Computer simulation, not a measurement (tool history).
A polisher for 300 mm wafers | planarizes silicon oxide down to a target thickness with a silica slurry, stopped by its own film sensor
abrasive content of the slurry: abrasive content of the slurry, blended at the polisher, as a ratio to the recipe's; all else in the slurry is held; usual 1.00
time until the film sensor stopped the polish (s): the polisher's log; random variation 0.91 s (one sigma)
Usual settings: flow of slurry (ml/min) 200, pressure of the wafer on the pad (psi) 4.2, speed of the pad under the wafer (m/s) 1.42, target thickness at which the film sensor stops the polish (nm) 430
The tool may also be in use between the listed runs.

| run | hour | flow of slurry (ml/min) | pressure of the wafer on the pad (psi) | speed of the pad under the wafer (m/s) | abrasive content of the slurry | target thickness at which the film sensor stops the polish (nm) | incoming thickness of the incoming film, nm | time until the film sensor stopped the polish (s) |
|---|---|---|---|---|---|---|---|---|
| 1 | 0.0 | 200 | 4.2 | 1.42 | 1.00 | 430 | 709.0 | 93.1 |
| 2 | 7.8 | 200 | 4.2 | 1.42 | 1.00 | 430 | 722.2 | 96.6 |
|  | 22.2 | worn pad replaced by a new one |
| 3 | 25.4 | 200 | 4.2 | 1.42 | 1.00 | 430 | 714.7 | 95.7 |
| 4 | 35.0 | 200 | 4.2 | 1.42 | 1.00 | 430 | 711.0 | 94.7 |
| 5 | 42.3 | 200 | 4.2 | 1.42 | 1.00 | 430 | 713.9 | 95.8 |
|  | 59.9 | worn pad replaced by a new one |
| 6 | 60.4 | 200 | 4.2 | 1.42 | 1.00 | 430 | 698.8 | 92.5 |
| 7 | 71.1 | 200 | 3.2 | 1.42 | 1.00 | 430 | 700.1 | 115.0 |
|  | 84.7 | head pressure recalibrated |
|  | 104.9 | worn pad replaced by a new one |
| 8 | 107.0 | 200 | 4.2 | 1.06 | 1.00 | 363 | 703.9 | 136.4 |
| 9 | 115.3 | 200 | 4.2 | 1.42 | 1.00 | 430 | 720.5 | 103.9 |
|  | 118.8 | conditioning disc replaced and pad reconditioned |
|  | 144.5 | slurry nozzle cleaned |
|  | 147.1 | slurry blender recalibrated |
| 10 | 147.6 | 200 | 4.2 | 1.86 | 1.00 | 430 | 708.2 | 60.3 |
|  | 152.5 | worn pad replaced by a new one |
| 11 | 158.1 | 200 | 3.6 | 1.42 | 1.00 | 430 | 697.6 | 78.4 |
| 12 | 174.6 | 265 | 2.9 | 1.42 | 1.30 | 343 | 715.7 | 117.3 |
| 13 | 184.5 | 200 | 2.9 | 1.66 | 0.75 | 430 | 722.7 | 109.5 |
|  | 195.1 | worn pad replaced by a new one |
| 14 | 200.1 | 225 | 4.2 | 1.24 | 1.10 | 333 | 721.8 | 97.4 |

Forecast each of these 4 alternatives for the next run:
| A | 200.6 | 200 | 4.2 | 1.42 | 1.00 | 504 | 702.3 | ? |
| B | 200.6 | 200 | 3.4 | 1.86 | 1.00 | 336 | 702.3 | ? |
| C | 200.6 | 200 | 3.1 | 1.84 | 1.00 | 362 | 702.3 | ? |
| D | 200.6 | 170 | 4.2 | 1.42 | 1.00 | 399 | 702.3 | ? |

| run | time until the film sensor stopped the polish (s) |
|---|---|
| A | 50.0 |
| B | 97.5 |
| C | 99.5 |
| D | 77.8 |
Without the tool's hidden state the same runs would have given:
| run | time until the film sensor stopped the polish (s) |
|---|---|
| A | 47.2 |
| B | 92.0 |
| C | 94.4 |
| D | 73.4 |
